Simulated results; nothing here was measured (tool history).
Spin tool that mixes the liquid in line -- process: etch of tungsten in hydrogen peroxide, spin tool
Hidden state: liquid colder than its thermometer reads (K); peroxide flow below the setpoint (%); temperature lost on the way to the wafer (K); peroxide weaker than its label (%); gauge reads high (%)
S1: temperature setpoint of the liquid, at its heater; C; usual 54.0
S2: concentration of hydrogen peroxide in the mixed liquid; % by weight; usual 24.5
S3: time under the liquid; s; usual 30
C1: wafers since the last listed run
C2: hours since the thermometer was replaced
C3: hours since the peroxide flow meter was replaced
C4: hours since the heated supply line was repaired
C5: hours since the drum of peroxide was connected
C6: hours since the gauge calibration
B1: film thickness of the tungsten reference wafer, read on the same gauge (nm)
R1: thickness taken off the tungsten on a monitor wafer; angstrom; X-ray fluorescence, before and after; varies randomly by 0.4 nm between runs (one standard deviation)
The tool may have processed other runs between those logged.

Run 1, day 0.000: usual settings; C1 0; C2 1908.8; C3 1182.5; C4 1821.1; C5 394.8; C6 259.7; B1 130.00. Result: R1 531.6 angstrom.
Run 2, day 2.188: usual settings; C1 742; C2 1961.3; C3 1235.0; C4 1873.6; C5 447.3; C6 312.2; B1 129.98. Result: R1 528.1 angstrom.
Run 3, day 4.062: usual settings; C1 636; C2 2006.3; C3 1280.0; C4 1918.6; C5 492.3; C6 357.2; B1 129.99. Result: R1 521.9 angstrom.
Run 4, day 6.471: usual settings; C1 817; C2 2064.1; C3 1337.8; C4 1976.4; C5 550.1; C6 415.0; B1 130.00. Result: R1 525.9 angstrom.
Run 5, day 8.208: usual settings; C1 589; C2 2105.8; C3 1379.5; C4 2018.1; C5 591.8; C6 456.7; B1 129.97. Result: R1 527.1 angstrom.
Run 6, day 10.183: usual settings; C1 670; C2 2153.2; C3 1426.9; C4 2065.5; C5 639.2; C6 504.1; B1 129.99. Result: R1 527.6 angstrom.
Run 7, day 12.771: usual settings; C1 878; C2 2215.3; C3 1489.0; C4 2127.6; C5 701.3; C6 566.2; B1 130.03. Result: R1 520.4 angstrom.
At day 17.796: heated supply line repaired.
At day 18.454: new drum of peroxide connected.
Run 8, day 20.038: usual settings; C1 2439; C2 2389.7; C3 1663.4; C4 53.8; C5 38.0; C6 740.6; B1 129.99. Result: R1 584.1 angstrom.
At day 20.150: peroxide flow meter replaced.
Run 9, day 22.271: usual settings; C1 744; C2 2443.3; C3 50.9; C4 107.4; C5 91.6; C6 794.2; B1 130.00. Result: R1 592.4 angstrom.
Run 10, day 24.612: usual settings but S1 47.5 C, S2 30.0 % by weight; C1 795; C2 2499.5; C3 107.1; C4 163.6; C5 147.8; C6 850.4; B1 130.02. Result: R1 430.3 angstrom.
Run 11, day 25.900: usual settings; C1 437; C2 2530.4; C3 138.0; C4 194.5; C5 178.7; C6 881.3; B1 129.99. Result: R1 582.5 angstrom.
At day 26.029: thermometer replaced.
At day 26.104: gauge calibrated.
Run 12, day 27.421: usual settings but S1 47.5 C, S2 30.0 % by weight; C1 502; C2 33.4; C3 174.5; C4 231.0; C5 215.2; C6 31.6; B1 130.00. Result: R1 428.6 angstrom.
Run 13, day 28.579: usual settings; C1 393; C2 61.2; C3 202.3; C4 258.8; C5 243.0; C6 59.4; B1 130.00. Result: R1 583.1 angstrom.
Run 14, day 30.112: usual settings; C1 520; C2 98.0; C3 239.1; C4 295.6; C5 279.8; C6 96.2; B1 129.96. Result: R1 575.1 angstrom.
Run 15, day 31.300: usual settings but S3 20 s; C1 403; C2 126.5; C3 267.6; C4 324.1; C5 308.3; C6 124.7; B1 130.02. Result: R1 388.7 angstrom.

Run 16, settings as shown, results not yet in. Your forecast:
Run 16, day 34.233: usual settings but S2 27.5 % by weight; C1 996; C2 196.9; C3 338.0; C4 394.5; C5 378.7; C6 195.1; B1 ?. Result: R1 ?.

B1: 130.00
R1: 603.9 angstrom
Were there no unlogged condition in the tool, this run, its random variation unchanged, would have produced R1 629.7 angstrom.

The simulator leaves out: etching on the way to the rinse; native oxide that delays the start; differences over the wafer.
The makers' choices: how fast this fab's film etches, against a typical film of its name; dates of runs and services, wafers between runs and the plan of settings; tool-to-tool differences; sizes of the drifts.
